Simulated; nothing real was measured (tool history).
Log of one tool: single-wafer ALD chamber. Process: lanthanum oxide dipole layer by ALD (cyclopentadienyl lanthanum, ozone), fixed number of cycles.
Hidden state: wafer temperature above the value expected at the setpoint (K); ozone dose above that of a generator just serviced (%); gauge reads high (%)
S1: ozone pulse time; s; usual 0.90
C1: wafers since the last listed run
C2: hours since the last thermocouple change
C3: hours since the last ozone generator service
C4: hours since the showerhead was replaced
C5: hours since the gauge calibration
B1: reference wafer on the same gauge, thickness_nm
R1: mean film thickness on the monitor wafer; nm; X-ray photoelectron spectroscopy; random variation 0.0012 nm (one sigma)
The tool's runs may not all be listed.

run	hour	S1	C1	C2	C3	C4	C5	B1	R1
1	0.0	0.79	0	953.1	1656.7	4496.6	177.8	0.501	0.429
2	10.8	0.90	125	963.9	1667.5	4507.4	188.6	0.501	0.448
3	28.4	0.90	205	981.5	1685.1	4525.0	206.2	0.501	0.448
4	41.8	0.90	156	994.9	1698.5	4538.4	219.6	0.501	0.448
5	57.7	0.90	185	1010.8	1714.4	4554.3	235.5	0.501	0.446
6	67.3	0.90	111	1020.4	1724.0	4563.9	245.1	0.501	0.447
7	85.0	1.12	206	1038.1	1741.7	4581.6	262.8	0.501	0.475
8	95.9	0.90	127	1049.0	1752.6	4592.5	273.7	0.501	0.446
9	103.1	0.73	83	1056.2	1759.8	4599.7	280.9	0.501	0.415
10	116.6	0.73	157	1069.7	1773.3	4613.2	294.4	0.501	0.414
11	126.4	0.90	114	1079.5	1783.1	4623.0	304.2	0.501	0.446
12	140.8	0.90	167	1093.9	1797.5	4637.4	318.6	0.501	0.446
13	150.8	0.66	116	1103.9	1807.5	4647.4	328.6	0.501	0.399
14	160.6	0.90	114	1113.7	1817.3	4657.2	338.4	0.501	0.445
15	176.2	0.90	181	1129.3	1832.9	4672.8	354.0	0.501	0.447
16	188.9	1.11	147	1142.0	1845.6	4685.5	366.7	0.501	0.474
17	197.5	1.19	100	1150.6	1854.2	4694.1	375.3	0.501	0.483
18	206.7	1.22	107	1159.8	1863.4	4703.3	384.5	0.501	0.487
19	216.5	0.99	114	1169.6	1873.2	4713.1	394.3	0.501	0.460
# hour 228.6: gauge calibrated
# hour 230.8: showerhead replaced
20	231.3	1.04	79	1184.4	1888.0	0.5	2.7	0.501	0.464
21	240.9	0.58	111	1194.0	1897.6	10.1	12.3	0.500	0.379
# hour 250.8: thermocouple changed; heater temperature recalibrated
# hour 259.0: ozone generator serviced
22	259.5	0.61	30	8.7	0.5	28.7	30.9	0.501	0.412
23	272.0	1.16	145	21.2	13.0	41.2	43.4	0.501	0.498
24	285.2	1.03	153	34.4	26.2	54.4	56.6	0.501	0.484
25	294.4	1.10	107	43.6	35.4	63.6	65.8	0.501	0.493
26	306.8	0.81	144	56.0	47.8	76.0	78.2	0.501	0.452
27	321.8	0.59	174	71.0	62.8	91.0	93.2	0.501	0.405
28	338.3	1.06	192	87.5	79.3	107.5	109.7	0.501	0.484
29	352.3	0.76	163	101.5	93.3	121.5	123.7	0.501	0.442
30	379.0	0.90	311	128.2	120.0	148.2	150.4	0.501	0.466
31	391.4	1.18	144	140.6	132.4	160.6	162.8	0.501	0.497
32	403.4	0.77	139	152.6	144.4	172.6	174.8	0.501	0.443
33	419.0	0.57	181	168.2	160.0	188.2	190.4	0.501	0.400
34	429.2	1.25	118	178.4	170.2	198.4	200.6	0.501	0.505

4 ways to go on from here, each from the tool as it stands after run 34. What would each give?
A	429.6	1.24	4	178.8	170.6	198.8	201.0	?	?
B	429.6	1.14	4	178.8	170.6	198.8	201.0	?	?
C	429.6	1.01	4	178.8	170.6	198.8	201.0	?	?
D	429.6	0.60	4	178.8	170.6	198.8	201.0	?	?

run	B1	R1
A	0.501	0.505
B	0.501	0.495
C	0.501	0.480
D	0.501	0.407
Without the tool's hidden state the same runs would have given:
run	R1
A	0.507
B	0.497
C	0.482
D	0.409
